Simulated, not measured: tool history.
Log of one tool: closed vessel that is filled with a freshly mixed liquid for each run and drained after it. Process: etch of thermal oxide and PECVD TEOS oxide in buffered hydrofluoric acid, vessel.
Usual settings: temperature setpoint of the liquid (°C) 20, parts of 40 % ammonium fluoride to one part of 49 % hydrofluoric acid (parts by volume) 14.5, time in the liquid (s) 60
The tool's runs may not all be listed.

| run | hour | temperature setpoint of the liquid (°C) | parts of 40 % ammonium fluoride to one part of 49 % hydrofluoric acid (parts by volume) | time in the liquid (s) | wafers since the last listed run | hours since the thermometer was replaced | hours since the hydrofluoric acid flow meter was replaced | hours since the gauge calibration | read-back film thickness of the thermal oxide reference wafer, read on the same gauge (nm) | read-back film thickness of the PECVD TEOS oxide reference wafer, read on the same gauge (nm) | thickness taken off the thermal oxide on a monitor wafer (nm) | thickness taken off the PECVD TEOS oxide on a monitor wafer (nm) |
|---|---|---|---|---|---|---|---|---|---|---|---|---|
| 1 | 0 | 20 | 11.5 | 60 | 0 | 74.4 | 598.6 | 2246.5 | 79.99 | 70.02 | 47.8 | 112.3 |
|  | 4.6 | hydrofluoric acid flow meter replaced |
| 2 | 35.5 | 17.5 | 14.5 | 60 | 4670 | 109.9 | 30.9 | 2282 | 80 | 70.03 | 32.31 | 75.54 |
| 3 | 64.5 | 17.5 | 14.5 | 60 | 3925 | 138.9 | 59.9 | 2311 | 80.01 | 70 | 32.23 | 75.56 |
| 4 | 102.2 | 20 | 16.5 | 40 | 5103 | 176.6 | 97.6 | 2348.7 | 79.98 | 70.04 | 21.81 | 50.76 |
| 5 | 138.9 | 20 | 14.5 | 60 | 4968 | 213.3 | 134.3 | 2385.4 | 80 | 70 | 37.35 | 84.29 |
| 6 | 181.7 | 23.5 | 12.5 | 40 | 5794 | 256.1 | 177.1 | 2428.2 | 79.99 | 70.01 | 35.02 | 81.06 |
| 7 | 214.9 | 20 | 12.5 | 60 | 4494 | 289.3 | 210.3 | 2461.4 | 79.99 | 70.01 | 43.21 | 98.98 |
| 8 | 250.9 | 22.5 | 18.5 | 40 | 4873 | 325.3 | 246.3 | 2497.4 | 79.98 | 69.99 | 22.47 | 51.84 |
|  | 271.8 | gauge calibrated |
| 9 | 282.2 | 20 | 14.5 | 60 | 4237 | 356.6 | 277.6 | 10.4 | 80.03 | 70 | 37.44 | 86.88 |
| 10 | 345.4 | 18 | 18.5 | 30 | 8555 | 419.8 | 340.8 | 73.6 | 80.02 | 69.98 | 13.19 | 30.43 |
| 11 | 406.9 | 22.5 | 20 | 90 | 8325 | 481.3 | 402.3 | 135.1 | 80 | 70 | 46.99 | 109.31 |
| 12 | 455.9 | 20 | 14.5 | 60 | 6633 | 530.3 | 451.3 | 184.1 | 79.99 | 69.98 | 37.49 | 84.98 |
| 13 | 513.2 | 23 | 19.5 | 75 | 7757 | 587.6 | 508.6 | 241.4 | 80.01 | 70 | 41.38 | 96.01 |
| 14 | 570.4 | 21.5 | 11.5 | 75 | 7743 | 644.8 | 565.8 | 298.6 | 80.01 | 70 | 63.76 | 151.17 |
|  | 593.9 | hydrofluoric acid flow meter replaced |
| 15 | 598.6 | 17 | 14.5 | 95 | 3682 | 673 | 4.7 | 326.8 | 80 | 70.02 | 49.38 | 114.36 |
| 16 | 651.5 | 25 | 14.5 | 80 | 7161 | 725.9 | 57.6 | 379.7 | 79.98 | 70.02 | 64.94 | 148.54 |
| 17 | 689.6 | 20 | 14.5 | 40 | 5157 | 764 | 95.7 | 417.8 | 79.99 | 70.03 | 24.54 | 57.02 |
| 18 | 756.7 | 20 | 14.5 | 60 | 9083 | 831.1 | 162.8 | 484.9 | 80 | 69.98 | 36.96 | 85.5 |
| 19 | 782.7 | 20 | 14.5 | 60 | 3519 | 857.1 | 188.8 | 510.9 | 80.01 | 69.98 | 36.91 | 85.93 |
| 20 | 838 | 17 | 20 | 70 | 7486 | 912.4 | 244.1 | 566.2 | 79.98 | 69.96 | 26.54 | 61.22 |
| 21 | 925.1 | 20 | 18.5 | 85 | 11791 | 999.5 | 331.2 | 653.3 | 80.01 | 69.99 | 41.16 | 95.95 |
| 22 | 988.6 | 20 | 16 | 60 | 8596 | 1063 | 394.7 | 716.8 | 80 | 70.01 | 33.69 | 77.35 |
| 23 | 1025 | 22.5 | 11 | 45 | 4927 | 1099.4 | 431.1 | 753.2 | 80.02 | 70.01 | 41.88 | 96.02 |
| 24 | 1092.7 | 17 | 20 | 60 | 9165 | 1167.1 | 498.8 | 820.9 | 80.01 | 69.97 | 22.97 | 51.74 |
| 25 | 1128.5 | 20 | 14.5 | 60 | 4846 | 1202.9 | 534.6 | 856.7 | 79.99 | 70 | 37.19 | 85.6 |
| 26 | 1155.8 | 18.5 | 12 | 75 | 3695 | 1230.2 | 561.9 | 884 | 80.01 | 70 | 51.76 | 117.9 |

Forecast each of these 4 alternatives for the next run:
| A | 1156.5 | 20 | 17 | 60 | 94 | 1230.9 | 562.6 | 884.7 | ? | ? | ? | ? |
| B | 1156.5 | 20 | 10 | 60 | 94 | 1230.9 | 562.6 | 884.7 | ? | ? | ? | ? |
| C | 1156.5 | 17 | 20 | 35 | 94 | 1230.9 | 562.6 | 884.7 | ? | ? | ? | ? |
| D | 1156.5 | 17 | 14.5 | 60 | 94 | 1230.9 | 562.6 | 884.7 | ? | ? | ? | ? |

| run | read-back film thickness of the thermal oxide reference wafer, read on the same gauge (nm) | read-back film thickness of the PECVD TEOS oxide reference wafer, read on the same gauge (nm) | thickness taken off the thermal oxide on a monitor wafer (nm) | thickness taken off the PECVD TEOS oxide on a monitor wafer (nm) |
|---|---|---|---|---|
| A | 80 | 70.02 | 31.71 | 73.24 |
| B | 80 | 70.02 | 52.87 | 122.11 |
| C | 80 | 70.02 | 13.28 | 30.68 |
| D | 80 | 70.02 | 31.27 | 72.23 |
Without the tool's hidden state the same runs would have given:
| run | thickness taken off the thermal oxide on a monitor wafer (nm) | thickness taken off the PECVD TEOS oxide on a monitor wafer (nm) |
|---|---|---|
| A | 31.83 | 73.51 |
| B | 53.54 | 123.66 |
| C | 13.34 | 30.81 |
| D | 31.41 | 72.54 |

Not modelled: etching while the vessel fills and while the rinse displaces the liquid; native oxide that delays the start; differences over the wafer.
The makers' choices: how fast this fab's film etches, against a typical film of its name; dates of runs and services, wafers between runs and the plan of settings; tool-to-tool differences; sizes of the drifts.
